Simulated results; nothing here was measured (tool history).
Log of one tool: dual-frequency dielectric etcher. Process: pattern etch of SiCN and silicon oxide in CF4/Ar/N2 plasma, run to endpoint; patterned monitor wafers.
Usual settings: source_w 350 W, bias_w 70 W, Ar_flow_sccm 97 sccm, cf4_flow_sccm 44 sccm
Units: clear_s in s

| run | hour | source_w | bias_w | Ar_flow_sccm | cf4_flow_sccm | incoming incoming film thickness, nm | clear_s |
|---|---|---|---|---|---|---|---|
| 1 | 0 | 370 | 70 | 97 | 44 | 10.87 | 15.8 |
| 2 | 30.6 | 370 | 70 | 97 | 44 | 10.81 | 15.6 |
| 3 | 43.8 | 350 | 82 | 90 | 44 | 10.81 | 15.1 |
| 4 | 62.4 | 350 | 77 | 97 | 41 | 10.87 | 15.9 |
| 5 | 91.1 | 350 | 70 | 97 | 44 | 10.9 | 16.2 |
|  | 144.2 | wet clean of the chamber |
| 6 | 155.9 | 350 | 70 | 97 | 38 | 10.76 | 16.9 |
| 7 | 187.6 | 350 | 70 | 82 | 44 | 10.85 | 16 |
| 8 | 201.4 | 350 | 70 | 97 | 44 | 10.88 | 16.6 |
| 9 | 219.9 | 310 | 88 | 73 | 52 | 10.71 | 14.8 |
| 10 | 239.5 | 350 | 70 | 97 | 44 | 10.74 | 16.4 |
|  | 251.9 | bias power generator calibrated |
| 11 | 269.1 | 300 | 82 | 97 | 44 | 10.85 | 16.9 |
| 12 | 294.5 | 270 | 70 | 97 | 44 | 10.85 | 19.1 |
| 13 | 309 | 320 | 70 | 114 | 44 | 10.88 | 17.9 |
| 14 | 333.8 | 350 | 70 | 97 | 44 | 10.9 | 16.1 |
| 15 | 357.5 | 350 | 70 | 97 | 44 | 10.73 | 15.9 |
| 16 | 370.2 | 420 | 70 | 97 | 44 | 10.8 | 14.3 |
| 17 | 404.7 | 390 | 70 | 104 | 37 | 10.75 | 15.5 |
| 18 | 423.1 | 390 | 70 | 79 | 44 | 10.81 | 14.2 |
| 19 | 477.3 | 400 | 54 | 97 | 44 | 10.77 | 15.6 |
|  | 495.7 | CF4 flow controller replaced |
| 20 | 500.9 | 350 | 70 | 97 | 44 | 10.84 | 15.7 |
|  | 529.9 | Ar flow controller replaced |
|  | 570.4 | upper electrode replaced |
|  | 575.9 | wet clean of the chamber |
|  | 576 | source power generator calibrated |
| 21 | 606.3 | 400 | 63 | 79 | 44 | 10.85 | 15.5 |
| 22 | 631.1 | 350 | 70 | 97 | 44 | 10.86 | 17.1 |
| 23 | 735.6 | 350 | 79 | 87 | 35 | 10.83 | 16.4 |
| 24 | 837.9 | 380 | 70 | 97 | 36 | 10.86 | 16.3 |

Measured less the same run without the tool's hidden state. The same run-to-run variation is in both; the gauge's scatter may not be:
The hidden state here: etch rate over this chamber's usual, %; source power that arrives over what is set, %; bias power that arrives over what is set, %; Ar flow that arrives over what is set, %; CF4 flow that arrives over what is set, %.
| run | clear_s |
|---|---|
| 1 | -0.6 |
| 2 | -0.7 |
| 3 | -0.7 |
| 4 | -0.8 |
| 5 | -0.8 |
| 6 | -0.3 |
| 7 | -0.4 |
| 8 | -0.4 |
| 9 | -0.4 |
| 10 | -0.5 |
| 11 | -0.6 |
| 12 | -0.8 |
| 13 | -0.8 |
| 14 | -0.7 |
| 15 | -0.8 |
| 16 | -0.7 |
| 17 | -0.9 |
| 18 | -0.9 |
| 19 | -1.1 |
| 20 | -1.2 |
| 21 | +0.2 |
| 22 | +0.1 |
| 23 | +0 |
| 24 | -0.3 |
